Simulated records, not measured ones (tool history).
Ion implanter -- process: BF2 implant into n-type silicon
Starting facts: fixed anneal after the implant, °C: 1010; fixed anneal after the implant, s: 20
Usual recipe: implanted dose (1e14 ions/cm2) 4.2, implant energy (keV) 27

run   hour  implanted dose (1e14 ions/cm2)  implant energy (keV)  read-back reference wafer on the same gauge, sheet resistance  sheet resistance of the implanted and annealed layer (ohm/square)
  1      0                             4.2                  22.5                                                         267.12                                                             265.77
  2    6.4                             4.2                  22.5                                                         267.04                                                             265.79
  3     20                             4.2                  22.5                                                         267.09                                                             265.49
  4   30.4                             4.2                    27                                                         267.06                                                             258.73
  5   43.1                             4.2                    27                                                         267.04                                                             258.89
  6   52.1                             4.2                    27                                                         267.12                                                              259.2
        64  -- Faraday cup replaced and dose calibrated
  7   69.4                             4.2                  34.5                                                         266.97                                                              261.3
  8     79                             4.2                    27                                                         267.02                                                             268.42
      91.9  -- gauge calibrated
  9   93.1                             4.2                    24                                                         267.01                                                             273.06
 10    111                            3.59                    24                                                         266.88                                                             310.02
 11  122.9                            5.08                    21                                                         267.06                                                             242.12
     136.4  -- extraction supply calibrated
 12  136.9                             3.8                  33.5                                                         266.93                                                             284.91

Expected results for the next run?
 13  143.4                            2.94                    27                                                              ?                                                                  ?

{"run 13": {"read-back reference wafer on the same gauge, sheet resistance": 267.12, "sheet resistance of the implanted and annealed layer (ohm/square)": 362.3}}
The same run, on a tool lacking any hidden state, would have yielded sheet resistance of the implanted and annealed layer (ohm/square) 361.93.

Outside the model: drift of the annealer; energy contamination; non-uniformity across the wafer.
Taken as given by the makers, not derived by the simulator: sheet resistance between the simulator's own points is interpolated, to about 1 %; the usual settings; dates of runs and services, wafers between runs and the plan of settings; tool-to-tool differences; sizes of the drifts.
